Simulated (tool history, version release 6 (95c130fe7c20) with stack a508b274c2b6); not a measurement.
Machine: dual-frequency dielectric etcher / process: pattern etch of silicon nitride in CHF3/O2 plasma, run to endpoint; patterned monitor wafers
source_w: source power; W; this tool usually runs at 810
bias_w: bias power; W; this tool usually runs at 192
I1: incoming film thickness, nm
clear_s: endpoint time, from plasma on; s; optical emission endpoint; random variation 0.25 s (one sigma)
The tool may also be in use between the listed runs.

Run 1, hour 0: usual settings; I1 67.3. Result: clear_s 40.9 s.
Run 2, hour 14.6: usual settings; I1 67.2. Result: clear_s 40.6 s.
Run 3, hour 27.4: usual settings but bias_w 174 W; I1 67.2. Result: clear_s 42.4 s.
Run 4, hour 34.8: usual settings but bias_w 156 W; I1 68.2. Result: clear_s 44.5 s.
Run 5, hour 41.6: usual settings but bias_w 156 W; I1 67.2. Result: clear_s 43.5 s.
Run 6, hour 58.2: usual settings but bias_w 156 W; I1 67.5. Result: clear_s 44 s.
Run 7, hour 65.3: usual settings but source_w 760 W; I1 67.5. Result: clear_s 41.4 s.
At hour 101.5: wet clean of the chamber.
Run 8, hour 102: usual settings but source_w 760 W; I1 67.8. Result: clear_s 44.5 s.
Run 9, hour 102.3: usual settings but source_w 760 W; I1 67.9. Result: clear_s 44.5 s.
Run 10, hour 102.7: usual settings; I1 67.5. Result: clear_s 43.1 s.
Run 11, hour 117.5: usual settings; I1 67.8. Result: clear_s 43.9 s.
Run 12, hour 124.7: usual settings; I1 67.1. Result: clear_s 43.3 s.
Run 13, hour 142.6: usual settings; I1 68.3. Result: clear_s 43.7 s.
Run 14, hour 156.7: usual settings; I1 67.5. Result: clear_s 43.1 s.
Run 15, hour 165.9: usual settings but source_w 650 W, bias_w 153 W; I1 67.4. Result: clear_s 49.9 s.
Run 16, hour 180.2: usual settings; I1 67.6. Result: clear_s 43.1 s.
At hour 209.9: upper electrode replaced.
Run 17, hour 210.4: usual settings; I1 67.4. Result: clear_s 42.3 s.
Run 18, hour 210.7: usual settings but source_w 690 W, bias_w 165 W; I1 67.1. Result: clear_s 47.5 s.
Run 19, hour 211: usual settings; I1 67.2. Result: clear_s 42.8 s.
Run 20, hour 217.6: usual settings; I1 68.1. Result: clear_s 43.3 s.
At hour 225.7: source power generator calibrated.
Run 21, hour 227.4: usual settings but source_w 730 W, bias_w 206 W; I1 67.3. Result: clear_s 43 s.
At hour 236: bias power generator calibrated.
Run 22, hour 236.5: usual settings but source_w 690 W, bias_w 212 W; I1 66.9. Result: clear_s 42.8 s.
Run 23, hour 247.5: usual settings but source_w 750 W; I1 67.4. Result: clear_s 43.7 s.
Run 24, hour 257.2: usual settings but source_w 630 W, bias_w 169 W; I1 67.7. Result: clear_s 48 s.
Run 25, hour 269.9: usual settings but source_w 720 W; I1 67.7. Result: clear_s 44.2 s.
Run 26, hour 287.7: usual settings; I1 67.5. Result: clear_s 42.3 s.
Run 27, hour 298.1: usual settings but source_w 990 W, bias_w 170 W; I1 66.7. Result: clear_s 42 s.
Run 28, hour 310.3: usual settings but bias_w 149 W; I1 67.3. Result: clear_s 46.3 s.
Run 29, hour 321.6: usual settings; I1 67.8. Result: clear_s 42.9 s.

Forecast each of these 5 alternatives for the next run:
Run A, hour 322: usual settings; I1 67.1. Result: clear_s ?.
Run B, hour 322: usual settings but bias_w 157 W; I1 67.1. Result: clear_s ?.
Run C, hour 322: usual settings but source_w 1000 W; I1 67.1. Result: clear_s ?.
Run D, hour 322: usual settings but source_w 750 W, bias_w 210 W; I1 67.1. Result: clear_s ?.
Run E, hour 322: usual settings but source_w 650 W, bias_w 177 W; I1 67.1. Result: clear_s ?.

run  clear_s
  A     42.5
  B     45.6
  C     40.1
  D     41.9
  E     46.2
Without the tool's hidden state the same runs would have given:
run  clear_s
  A       43
  B     46.2
  C     40.7
  D     42.5
  E     46.9
